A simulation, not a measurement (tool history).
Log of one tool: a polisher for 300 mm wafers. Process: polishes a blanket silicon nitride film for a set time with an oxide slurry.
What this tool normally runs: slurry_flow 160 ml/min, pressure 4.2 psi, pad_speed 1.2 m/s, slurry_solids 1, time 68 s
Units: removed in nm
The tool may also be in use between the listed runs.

run    hour  slurry_flow  pressure  pad_speed  slurry_solids  time  wafers since the last listed run  wafers polished on this pad  hours since the slurry nozzle was cleaned  hours since the head pressure was calibrated  hours since the slurry blender was calibrated  hours since the conditioning disc was replaced  incoming thickness of the incoming film, nm  removed
  1       0          160       4.2        1.2              1    68                                 0                         1622                                      501.9                                         698.7                                          255.1                                           109.5                                        391.7     50.3
        3.4  -- slurry blender recalibrated
       22.2  -- head pressure recalibrated
  2      40          160       4.2       1.42              1    68                               368                         1991                                      541.9                                          17.8                                           36.6                                           149.5                                        389.3     62.7
       66.7  -- slurry nozzle cleaned
  3    87.1          160       4.2       1.36              1    68                               471                         2463                                       20.4                                          64.9                                           83.7                                           196.6                                        390.8     59.7
  4   117.6          160       4.2       1.36              1    68                               312                         2775                                       50.9                                          95.4                                          114.2                                           227.1                                        391.3     57.9
      135.9  -- worn pad replaced by a new one
  5   184.3          160       4.2       1.36              1    68                               641                          495                                      117.6                                         162.1                                          180.9                                           293.8                                        383.6       64
  6   216.8          160       4.2        1.2              1    68                               332                          828                                      150.1                                         194.6                                          213.4                                           326.3                                        389.5     57.1
      238.8  -- slurry blender recalibrated
  7     258          160       4.2        1.2              1    68                               401                         1229                                      191.3                                         235.8                                           19.2                                           367.5                                        396.1     55.3
      279.9  -- conditioning disc replaced and pad reconditioned
  8     294          160       4.2        1.2              1    68                               348                         1577                                      227.3                                         271.8                                           55.2                                            14.1                                        393.4     53.9
  9   343.8          160       4.2        1.2              1    68                               509                         2087                                      277.1                                         321.6                                            105                                            63.9                                        392.7     53.3
 10   392.1          160       4.2        1.2              1    68                               494                         2581                                      325.4                                         369.9                                          153.3                                           112.2                                        384.7     52.5
      439.4  -- worn pad replaced by a new one
      467.3  -- slurry blender recalibrated
 11   561.7          160       4.2        1.2              1    68                              1674                         1231                                        495                                         539.5                                           94.4                                           281.8                                        397.3     53.7
      601.3  -- conditioning disc replaced and pad reconditioned
 12   631.9          160       4.2        1.2              1    68                               698                         1930                                      565.2                                         609.7                                          164.6                                            30.6                                        389.5     50.7
        639  -- head pressure recalibrated
      668.6  -- worn pad replaced by a new one
 13   669.1          160       4.2        1.2              1    68                               319                            5                                      602.4                                          30.1                                          201.8                                            67.8                                        390.5     58.3
      707.8  -- slurry nozzle cleaned
        710  -- slurry blender recalibrated
 14   721.4          160       4.2        1.2              1    68                               504                          509                                       13.6                                          82.4                                           11.4                                           120.1                                        389.3     57.5
 15   788.2          160       4.2        1.2           1.15    78                               683                         1193                                       80.4                                         149.2                                           78.2                                           186.9                                        390.4     68.2
 16   836.1          190       5.4       1.08              1    59                               490                         1684                                      128.3                                         197.1                                          126.1                                           234.8                                        382.9     57.5
      895.4  -- worn pad replaced by a new one
 17   902.5          160       4.2       1.02            0.7    59                               638                           72                                      194.7                                         263.5                                          192.5                                           301.2                                        392.9     36.2
 18   937.4          160       4.2        1.2              1    68                               357                          430                                      229.6                                         298.4                                          227.4                                           336.1                                        387.1     55.6
      967.8  -- conditioning disc replaced and pad reconditioned
      968.6  -- slurry blender recalibrated
 19  1008.7          130       4.2       1.44              1    68                               701                         1131                                      300.9                                         369.7                                           40.1                                            40.9                                        389.1     61.3
 20  1053.1          160       4.2       1.36              1    68                               454                         1586                                      345.3                                         414.1                                           84.5                                            85.3                                        386.5     58.7
 21  1120.5          145       5.5        1.2              1    92                               690                         2276                                      412.7                                         481.5                                          151.9                                           152.7                                        391.1     89.9
     1164.4  -- worn pad replaced by a new one
 22    1185          140       4.2        1.2              1    68                               619                          210                                      477.2                                           546                                          216.4                                           217.2                                        393.7     54.3
     1197.2  -- slurry blender recalibrated
 23  1239.3          160       4.2        1.2              1    68                               535                          745                                      531.5                                         600.3                                           42.1                                           271.5                                        396.1     53.7
     1275.9  -- slurry nozzle cleaned
 24  1278.9          115       4.2       1.44           1.15    77                               395                         1140                                          3                                         639.9                                           81.7                                           311.1                                        391.1     69.8
 25    1333          160       4.2       1.62              1    68                               553                         1694                                       57.1                                           694                                          135.8                                           365.2                                        395.1     64.7

Give the tool's hidden conditions for every run:
slurry flow missing at the pad, %: 0 at every run
abrasive missing from the slurry, %: 0 at every run
time polished since the conditioner stopped cutting, s: 0 at every run
H1: removal rate lost through wear of the pad, %
H2: deviation of the head's pressure from its setpoint, %
run    H1      H2
  1   6.1   -8.45
  2  7.54    0.62
  3  9.24   0.561
  4  10.3   0.487
  5  2.06   0.227
  6  3.24  0.0511
  7  4.72  -0.218
  8  6.02  -0.495
  9  7.82  -0.943
 10  9.56   -1.45
 11  4.93   -3.79
 12  7.46   -5.01
 13  0.34   0.359
 14  2.23    0.27
 15  4.64   0.035
 16  6.37  -0.216
 17  1.61   -0.68
 18  2.87  -0.977
 19  5.45    -1.7
 20  7.05   -2.23
 21  9.48   -3.14
 22  1.38   -4.15
 23  3.34   -5.09
 24  4.77   -5.84
 25  6.73   -6.93
